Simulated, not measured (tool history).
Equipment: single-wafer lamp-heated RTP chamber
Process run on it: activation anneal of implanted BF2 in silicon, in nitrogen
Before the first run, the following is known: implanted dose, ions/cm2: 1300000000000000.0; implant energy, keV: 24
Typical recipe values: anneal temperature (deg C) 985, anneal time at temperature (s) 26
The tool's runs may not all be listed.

run,hour,anneal temperature (deg C),anneal time at temperature (s),wafers since the last listed run,wafers since the last pyrometer calibration,wafers since the reflector plate was cleaned,hours since the gauge calibration,"read-back reference wafer on the same gauge, sheet resistance",sheet resistance of the implanted and annealed layer (ohm/square)
1,0,985,26,0,5,3048,706.5,215.98,188.52
2,23.7,985,26,241,247,3290,730.2,215.85,186.83
3,46.9,985,14,236,483,3527,753.4,215.83,202.64
4,73.7,985,14,273,757,3800,780.2,215.81,201.8
5,97.8,985,14,245,1003,4046,804.3,216.1,201.38
6,109.9,985,18,123,1126,4169,816.4,215.95,195.91
7,140.1,985,18,308,1434,4477,846.6,215.91,192.63
8,152.3,996,26,124,1558,4602,858.8,215.7,167.62
9,176.2,996,26,243,1802,4845,882.7,215.88,166.68
10,205.1,985,26,294,2097,5140,911.6,216.08,180.31
11,235.6,985,26,311,2408,5451,942.1,216.27,180.22
# hour 272.4: pyrometer window cleaned and pyrometer calibrated
12,272.9,985,16,298,5,5750,979.4,215.9,194.55
13,295.8,985,16,233,238,5984,1002.3,215.92,196.24
14,325.3,985,16,300,539,6285,1031.8,216.01,196.14
15,342.6,955,41,176,715,6461,1049.1,216,218.76
16,370.3,985,26,282,998,6743,1076.8,215.87,181.63
17,390.9,964,26,210,1208,6954,1097.4,216.1,215.08
# hour 435.9: reflector plate cleaned
# hour 443.9: gauge calibrated
18,488.4,985,26,912,2121,535,44.5,216.02,185.35
19,501.2,985,26,130,2251,666,57.3,215.96,183.53
20,536,967,26,354,2606,1021,92.1,215.83,207.49
21,554.9,1012,34,192,2799,1213,111,215.95,143.32
22,584.6,999,38,302,3102,1516,140.7,216.24,151.33
# hour 596.5: pyrometer window cleaned and pyrometer calibrated
23,610.7,960,37,184,144,1701,166.8,216.06,221.53
24,638.3,1002,35,281,426,1982,194.4,216.03,158.73
25,667,985,39,292,718,2275,223.1,215.85,176.35
26,691.2,961,41,246,965,2522,247.3,216.18,216.3
27,717.1,960,39,264,1229,2786,273.2,216.12,219.82
28,751.6,959,10,351,1581,3138,307.7,216,245.7
29,767.3,985,26,160,1741,3298,323.4,215.8,187.03
30,795.7,985,26,289,2031,3588,351.8,215.83,184.09
31,813.7,1006,34,183,2214,3771,369.8,216.06,149.14
32,826.2,985,26,127,2342,3899,382.3,216.05,181.58
33,859.2,985,34,336,2678,4235,415.3,216.15,172.41
# hour 926.4: pyrometer window cleaned and pyrometer calibrated
34,926.9,1006,40,608,5,4844,483,215.59,147.73
35,935,985,12,82,87,4927,491.1,216.33,206.73
36,954,985,18,193,281,5121,510.1,215.69,195.56
37,970.8,985,20,171,452,5292,526.9,215.69,192.32
38,999,985,26,287,740,5580,555.1,216.21,187.09

Describe how what the log doesn't record of the tool's condition differs between the last listed run preceding each entry between runs and the first listed run following it.
Logged between run 11 and run 12: pyrometer window cleaned and pyrometer calibrated (hour 272.4)
  true wafer temperature minus pyrometer reading, K: 4.99 -> 0.645; wafer temperature error from the tarnished reflector plate, K: 4.19 -> 4.63
  what was measured, less what the result would be without the hidden state, sheet resistance of the implanted and annealed layer (ohm/square): -13.57 -> -7.56
Logged between run 17 and run 18: reflector plate cleaned (hour 435.9); gauge calibrated (hour 443.9)
  true wafer temperature minus pyrometer reading, K: 1.74 -> 4.3; wafer temperature error from the tarnished reflector plate, K: 6.2 -> 0.805
  what was measured, less what the result would be without the hidden state, sheet resistance of the implanted and annealed layer (ohm/square): -13.72 -> -7.66
Logged between run 22 and run 23: pyrometer window cleaned and pyrometer calibrated (hour 596.5)
  true wafer temperature minus pyrometer reading, K: 8.28 -> 0.267; wafer temperature error from the tarnished reflector plate, K: 1.01 -> 1.1
  what was measured, less what the result would be without the hidden state, sheet resistance of the implanted and annealed layer (ohm/square): -10.61 -> -2.52
Logged between run 33 and run 34: pyrometer window cleaned and pyrometer calibrated (hour 926.4)
  true wafer temperature minus pyrometer reading, K: 5.65 -> 0.065; wafer temperature error from the tarnished reflector plate, K: 2.65 -> 3.3
  what was measured, less what the result would be without the hidden state, sheet resistance of the implanted and annealed layer (ohm/square): -12.07 -> -3.49
